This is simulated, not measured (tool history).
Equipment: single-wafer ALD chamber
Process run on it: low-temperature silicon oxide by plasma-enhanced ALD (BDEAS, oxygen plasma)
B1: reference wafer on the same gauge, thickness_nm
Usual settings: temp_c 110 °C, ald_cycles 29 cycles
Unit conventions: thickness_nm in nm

Run 1, day 0: usual settings; B1 4.898. Result: thickness_nm 4.426 nm.
Run 2, day 1.929: usual settings; B1 4.899. Result: thickness_nm 4.419 nm.
Run 3, day 2.962: usual settings; B1 4.901. Result: thickness_nm 4.444 nm.
Run 4, day 4.762: usual settings; B1 4.899. Result: thickness_nm 4.441 nm.
Run 5, day 7.529: usual settings; B1 4.899. Result: thickness_nm 4.435 nm.
Run 6, day 8.621: usual settings; B1 4.9. Result: thickness_nm 4.431 nm.
Run 7, day 10.512: usual settings; B1 4.901. Result: thickness_nm 4.405 nm.
Run 8, day 12.217: usual settings; B1 4.901. Result: thickness_nm 4.431 nm.
Run 9, day 13.221: usual settings but temp_c 113 °C; B1 4.899. Result: thickness_nm 4.41 nm.
Run 10, day 14.708: usual settings but temp_c 113 °C; B1 4.9. Result: thickness_nm 4.421 nm.
Run 11, day 15.892: usual settings but temp_c 113 °C; B1 4.901. Result: thickness_nm 4.406 nm.
Run 12, day 17.992: usual settings but temp_c 114 °C; B1 4.901. Result: thickness_nm 4.408 nm.
Run 13, day 20.508: usual settings; B1 4.901. Result: thickness_nm 4.42 nm.
Run 14, day 22.808: usual settings; B1 4.901. Result: thickness_nm 4.415 nm.
Run 15, day 23.962: usual settings; B1 4.9. Result: thickness_nm 4.424 nm.
At day 24.938: thermocouple changed; heater temperature recalibrated.
Run 16, day 26.004: usual settings; B1 4.901. Result: thickness_nm 4.42 nm.
Run 17, day 27.671: usual settings; B1 4.899. Result: thickness_nm 4.456 nm.
Run 18, day 29.829: usual settings; B1 4.899. Result: thickness_nm 4.441 nm.
Run 19, day 31.021: usual settings; B1 4.9. Result: thickness_nm 4.427 nm.
Run 20, day 35.912: usual settings but ald_cycles 31 cycles; B1 4.9. Result: thickness_nm 4.721 nm.
At day 36.929: gauge calibrated.
Run 21, day 38.642: usual settings but temp_c 99 °C, ald_cycles 34 cycles; B1 4.9. Result: thickness_nm 5.289 nm.
Run 22, day 40.254: usual settings; B1 4.899. Result: thickness_nm 4.447 nm.
Run 23, day 42.612: usual settings but ald_cycles 32 cycles; B1 4.9. Result: thickness_nm 4.908 nm.
Run 24, day 45.112: usual settings; B1 4.899. Result: thickness_nm 4.429 nm.
Run 25, day 47.171: usual settings; B1 4.902. Result: thickness_nm 4.428 nm.
Run 26, day 50.871: usual settings but temp_c 100 °C, ald_cycles 26 cycles; B1 4.897. Result: thickness_nm 4.022 nm.
Run 27, day 52.633: usual settings but temp_c 96 °C, ald_cycles 24 cycles; B1 4.9. Result: thickness_nm 3.77 nm.
Run 28, day 54.588: usual settings but ald_cycles 34 cycles; B1 4.901. Result: thickness_nm 5.183 nm.
Run 29, day 56.762: usual settings but temp_c 105 °C; B1 4.901. Result: thickness_nm 4.457 nm.
Run 30, day 58.717: usual settings; B1 4.897. Result: thickness_nm 4.433 nm.
Run 31, day 60.683: usual settings but temp_c 117 °C, ald_cycles 34 cycles; B1 4.9. Result: thickness_nm 5.117 nm.

Predict the results of run 32:
Run 32, day 61.979: usual settings but temp_c 104 °C, ald_cycles 27 cycles; B1 ?. Result: thickness_nm ?.

B1: 4.9
thickness_nm: 4.165 nm
With no hidden state in the tool, this same run would have given thickness_nm 4.165 nm.

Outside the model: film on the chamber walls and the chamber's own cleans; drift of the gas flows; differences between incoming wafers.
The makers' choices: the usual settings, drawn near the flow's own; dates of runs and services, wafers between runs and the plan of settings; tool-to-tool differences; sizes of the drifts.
